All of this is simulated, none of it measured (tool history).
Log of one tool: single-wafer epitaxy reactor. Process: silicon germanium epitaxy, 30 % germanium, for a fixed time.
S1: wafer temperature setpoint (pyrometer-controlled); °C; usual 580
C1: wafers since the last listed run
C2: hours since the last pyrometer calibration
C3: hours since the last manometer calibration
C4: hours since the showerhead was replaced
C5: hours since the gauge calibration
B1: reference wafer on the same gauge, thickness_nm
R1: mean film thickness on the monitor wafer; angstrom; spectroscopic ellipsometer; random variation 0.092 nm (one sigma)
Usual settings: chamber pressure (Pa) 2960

{"run": 1, "day": 0.0, "S1": 580, "chamber pressure (Pa)": 2960, "C1": 0, "C2": 2251.0, "C3": 1129.3, "C4": 2446.6, "C5": 1587.4, "B1": 43.927, "R1": 427.74}
{"run": 2, "day": 3.954, "S1": 580, "chamber pressure (Pa)": 2960, "C1": 1400, "C2": 2345.9, "C3": 1224.2, "C4": 2541.5, "C5": 1682.3, "B1": 43.907, "R1": 429.28}
{"day": 7.838, "done": "pyrometer calibrated"}
{"run": 3, "day": 8.104, "S1": 580, "chamber pressure (Pa)": 2960, "C1": 1351, "C2": 6.4, "C3": 1323.8, "C4": 2641.1, "C5": 1781.9, "B1": 43.919, "R1": 427.68}
{"run": 4, "day": 9.954, "S1": 580, "chamber pressure (Pa)": 2960, "C1": 655, "C2": 50.8, "C3": 1368.2, "C4": 2685.5, "C5": 1826.3, "B1": 43.953, "R1": 429.28}
{"run": 5, "day": 11.917, "S1": 580, "chamber pressure (Pa)": 2960, "C1": 694, "C2": 97.9, "C3": 1415.3, "C4": 2732.6, "C5": 1873.4, "B1": 43.874, "R1": 428.96}
{"run": 6, "day": 15.862, "S1": 580, "chamber pressure (Pa)": 2960, "C1": 1397, "C2": 192.6, "C3": 1510.0, "C4": 2827.3, "C5": 1968.1, "B1": 43.922, "R1": 429.44}
{"run": 7, "day": 19.012, "S1": 580, "chamber pressure (Pa)": 2960, "C1": 1115, "C2": 268.2, "C3": 1585.6, "C4": 2902.9, "C5": 2043.7, "B1": 43.946, "R1": 429.51}
{"run": 8, "day": 22.829, "S1": 580, "chamber pressure (Pa)": 2960, "C1": 1351, "C2": 359.8, "C3": 1677.2, "C4": 2994.5, "C5": 2135.3, "B1": 43.937, "R1": 428.6}
{"run": 9, "day": 25.725, "S1": 580, "chamber pressure (Pa)": 3266, "C1": 1025, "C2": 429.3, "C3": 1746.7, "C4": 3064.0, "C5": 2204.8, "B1": 43.931, "R1": 444.69}
{"run": 10, "day": 29.167, "S1": 580, "chamber pressure (Pa)": 2960, "C1": 1218, "C2": 511.9, "C3": 1829.3, "C4": 3146.6, "C5": 2287.4, "B1": 43.867, "R1": 430.05}
{"run": 11, "day": 32.521, "S1": 580, "chamber pressure (Pa)": 2960, "C1": 1187, "C2": 592.4, "C3": 1909.8, "C4": 3227.1, "C5": 2367.9, "B1": 43.92, "R1": 430.09}
{"run": 12, "day": 34.383, "S1": 580, "chamber pressure (Pa)": 2960, "C1": 659, "C2": 637.1, "C3": 1954.5, "C4": 3271.8, "C5": 2412.6, "B1": 43.875, "R1": 430.43}
{"run": 13, "day": 37.829, "S1": 570, "chamber pressure (Pa)": 2626, "C1": 1220, "C2": 719.8, "C3": 2037.2, "C4": 3354.5, "C5": 2495.3, "B1": 43.888, "R1": 328.95}
{"run": 14, "day": 41.846, "S1": 567, "chamber pressure (Pa)": 2960, "C1": 1422, "C2": 816.2, "C3": 2133.6, "C4": 3450.9, "C5": 2591.7, "B1": 43.9, "R1": 322.02}
{"run": 15, "day": 45.271, "S1": 576, "chamber pressure (Pa)": 3613, "C1": 1212, "C2": 898.4, "C3": 2215.8, "C4": 3533.1, "C5": 2673.9, "B1": 43.891, "R1": 427.41}
{"day": 45.521, "done": "gauge calibrated"}
{"run": 16, "day": 46.938, "S1": 580, "chamber pressure (Pa)": 2960, "C1": 590, "C2": 938.4, "C3": 2255.8, "C4": 3573.1, "C5": 34.0, "B1": 43.913, "R1": 429.2}
{"run": 17, "day": 50.1, "S1": 590, "chamber pressure (Pa)": 2960, "C1": 1119, "C2": 1014.3, "C3": 2331.7, "C4": 3649.0, "C5": 109.9, "B1": 43.918, "R1": 532.65}
{"day": 52.521, "done": "capacitance manometer re-zeroed and calibrated"}
{"run": 18, "day": 54.517, "S1": 580, "chamber pressure (Pa)": 2960, "C1": 1445, "C2": 1120.3, "C3": 47.9, "C4": 3755.0, "C5": 215.9, "B1": 43.903, "R1": 421.76}
{"run": 19, "day": 58.212, "S1": 569, "chamber pressure (Pa)": 3360, "C1": 1308, "C2": 1209.0, "C3": 136.6, "C4": 3843.7, "C5": 304.6, "B1": 43.907, "R1": 347.16}
{"run": 20, "day": 61.029, "S1": 567, "chamber pressure (Pa)": 3346, "C1": 997, "C2": 1276.6, "C3": 204.2, "C4": 3911.3, "C5": 372.2, "B1": 43.901, "R1": 332.56}
{"run": 21, "day": 63.542, "S1": 570, "chamber pressure (Pa)": 2960, "C1": 889, "C2": 1336.9, "C3": 264.5, "C4": 3971.6, "C5": 432.5, "B1": 43.882, "R1": 340.17}
{"run": 22, "day": 65.192, "S1": 574, "chamber pressure (Pa)": 2960, "C1": 584, "C2": 1376.5, "C3": 304.1, "C4": 4011.2, "C5": 472.1, "B1": 43.872, "R1": 372.22}
{"run": 23, "day": 69.092, "S1": 589, "chamber pressure (Pa)": 2693, "C1": 1380, "C2": 1470.1, "C3": 397.7, "C4": 4104.8, "C5": 565.7, "B1": 43.95, "R1": 496.98}
{"run": 24, "day": 72.308, "S1": 570, "chamber pressure (Pa)": 2320, "C1": 1138, "C2": 1547.3, "C3": 474.9, "C4": 4182.0, "C5": 642.9, "B1": 43.887, "R1": 310.45}
{"day": 75.279, "done": "showerhead replaced"}
{"run": 25, "day": 76.538, "S1": 575, "chamber pressure (Pa)": 3360, "C1": 1379, "C2": 1648.8, "C3": 576.4, "C4": 30.2, "C5": 744.4, "B1": 43.878, "R1": 399.88}

The next listed run, before its measurement:
{"run": 26, "day": 80.921, "S1": 580, "chamber pressure (Pa)": 2960, "C1": 1552, "C2": 1754.0, "C3": 681.6, "C4": 135.4, "C5": 849.6, "B1": "?", "R1": "?"}

Run 26 gave B1 43.852, R1 426.92 angstrom.
Without the tool's hidden state the same run would have given R1 422.36 angstrom.
